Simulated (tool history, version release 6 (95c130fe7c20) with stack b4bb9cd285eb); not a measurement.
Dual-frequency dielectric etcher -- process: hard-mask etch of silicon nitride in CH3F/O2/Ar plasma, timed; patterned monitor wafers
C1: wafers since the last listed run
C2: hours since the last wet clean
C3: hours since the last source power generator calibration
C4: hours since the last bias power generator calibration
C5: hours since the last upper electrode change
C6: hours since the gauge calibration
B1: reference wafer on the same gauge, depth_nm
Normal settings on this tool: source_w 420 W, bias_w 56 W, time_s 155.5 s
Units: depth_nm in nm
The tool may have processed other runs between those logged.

Run 1, hour 0.0: usual settings; C1 0; C2 411.8; C3 1653.9; C4 3734.6; C5 4974.6; C6 87.4; B1 97. Result: depth_nm 108.6 nm.
Run 2, hour 17.8: usual settings; C1 89; C2 429.6; C3 1671.7; C4 3752.4; C5 4992.4; C6 105.2; B1 97. Result: depth_nm 109.4 nm.
Run 3, hour 28.3: usual settings; C1 52; C2 440.1; C3 1682.2; C4 3762.9; C5 5002.9; C6 115.7; B1 97. Result: depth_nm 109.2 nm.
At hour 65.5: upper electrode replaced.
Run 4, hour 66.0: usual settings but source_w 470 W, time_s 179.0 s; C1 69; C2 477.8; C3 1719.9; C4 3800.6; C5 0.5; C6 153.4; B1 97. Result: depth_nm 130.5 nm.
Run 5, hour 66.3: usual settings but source_w 470 W, time_s 179.0 s; C1 1; C2 478.1; C3 1720.2; C4 3800.9; C5 0.8; C6 153.7; B1 97. Result: depth_nm 130.1 nm.
Run 6, hour 70.5: usual settings but source_w 470 W, time_s 179.0 s; C1 21; C2 482.3; C3 1724.4; C4 3805.1; C5 5.0; C6 157.9; B1 97. Result: depth_nm 130.4 nm.
Run 7, hour 87.3: usual settings; C1 84; C2 499.1; C3 1741.2; C4 3821.9; C5 21.8; C6 174.7; B1 97. Result: depth_nm 110.5 nm.
Run 8, hour 103.2: usual settings; C1 80; C2 515.0; C3 1757.1; C4 3837.8; C5 37.7; C6 190.6; B1 97. Result: depth_nm 110.4 nm.
At hour 120.9: gauge calibrated.
At hour 121.7: source power generator calibrated.
At hour 132.7: wet clean of the chamber.
Run 9, hour 133.2: usual settings but source_w 470 W, bias_w 65 W; C1 75; C2 0.5; C3 11.5; C4 3867.8; C5 67.7; C6 12.3; B1 97. Result: depth_nm 112.6 nm.

Expected results for the next run?
Run 10, hour 133.6: usual settings; C1 2; C2 0.9; C3 11.9; C4 3868.2; C5 68.1; C6 12.7; B1 ?. Result: depth_nm ?.

B1: 97
depth_nm: 105.2 nm
The same run, on a tool lacking any hidden state, would have yielded depth_nm 105.7 nm.

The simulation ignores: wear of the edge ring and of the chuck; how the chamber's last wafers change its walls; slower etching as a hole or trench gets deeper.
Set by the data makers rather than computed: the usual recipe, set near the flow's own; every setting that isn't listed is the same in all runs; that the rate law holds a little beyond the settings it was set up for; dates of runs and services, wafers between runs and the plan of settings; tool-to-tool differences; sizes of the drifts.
